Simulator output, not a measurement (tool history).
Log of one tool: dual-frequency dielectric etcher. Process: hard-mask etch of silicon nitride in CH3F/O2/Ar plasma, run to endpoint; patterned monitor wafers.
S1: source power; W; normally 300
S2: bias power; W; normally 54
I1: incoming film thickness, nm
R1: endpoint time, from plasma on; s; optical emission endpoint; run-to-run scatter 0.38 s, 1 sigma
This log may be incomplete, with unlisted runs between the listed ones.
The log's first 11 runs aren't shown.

run 12 day=22.025 | S1=260 S2=54 | I1=42.13 | R1=80
run 13 day=24.729 | S1=300 S2=48 | I1=42.68 | R1=79.8
run 14 day=27.088 | S1=300 S2=54 | I1=42.78 | R1=76.3
run 15 day=29.896 | S1=240 S2=41 | I1=42.88 | R1=92
run 16 day=31.129 | S1=300 S2=47 | I1=42.77 | R1=79.8
-- day=32.45 upper electrode replaced
run 17 day=33.362 | S1=300 S2=66 | I1=42.3 | R1=67.5
run 18 day=36.296 | S1=360 S2=59 | I1=42.76 | R1=67.3
-- day=39.729 wet clean of the chamber
run 19 day=41.888 | S1=360 S2=54 | I1=42.34 | R1=70.6
run 20 day=43.012 | S1=360 S2=45 | I1=42.5 | R1=76.7
run 21 day=45.354 | S1=260 S2=41 | I1=42.64 | R1=90
run 22 day=46.442 | S1=240 S2=62 | I1=42.58 | R1=77.4
run 23 day=49.121 | S1=340 S2=68 | I1=42.63 | R1=65.6
-- day=50.308 source power generator calibrated
run 24 day=50.629 | S1=340 S2=68 | I1=42.8 | R1=65
run 25 day=52.483 | S1=300 S2=44 | I1=42.52 | R1=81.5
run 26 day=54.254 | S1=380 S2=42 | I1=42.47 | R1=75.6
run 27 day=55.512 | S1=300 S2=54 | I1=42.34 | R1=73.8
run 28 day=58.108 | S1=300 S2=54 | I1=42.56 | R1=73.6
run 29 day=59.5 | S1=340 S2=46 | I1=42.06 | R1=74.7
-- day=60.292 bias power generator calibrated
run 30 day=61.567 | S1=250 S2=63 | I1=42.49 | R1=73.6
-- day=62.821 wet clean of the chamber
run 31 day=64.379 | S1=220 S2=43 | I1=42.4 | R1=91.6
run 32 day=65.888 | S1=300 S2=54 | I1=42.37 | R1=75.2
run 33 day=68.167 | S1=300 S2=54 | I1=42.32 | R1=74.7
run 34 day=76.354 | S1=370 S2=54 | I1=42.51 | R1=68.5
run 35 day=79.175 | S1=300 S2=54 | I1=42.69 | R1=73.8

Consider 4 possible next runs. They are alternatives, not a sequence: every one starts from the tool as it was left by run 35. What does each give?
run A day=79.192 | S1=300 S2=54 | I1=42.44 | R1=?
run B day=79.192 | S1=350 S2=63 | I1=42.44 | R1=?
run C day=79.192 | S1=250 S2=58 | I1=42.44 | R1=?
run D day=79.192 | S1=300 S2=42 | I1=42.44 | R1=?

run=A R1=73
run=B R1=64.6
run=C R1=75.4
run=D R1=81.4
Had the tool no hidden state, the same runs would have come out as:
run=A R1=75.3
run=B R1=66.7
run=C R1=77.8
run=D R1=84
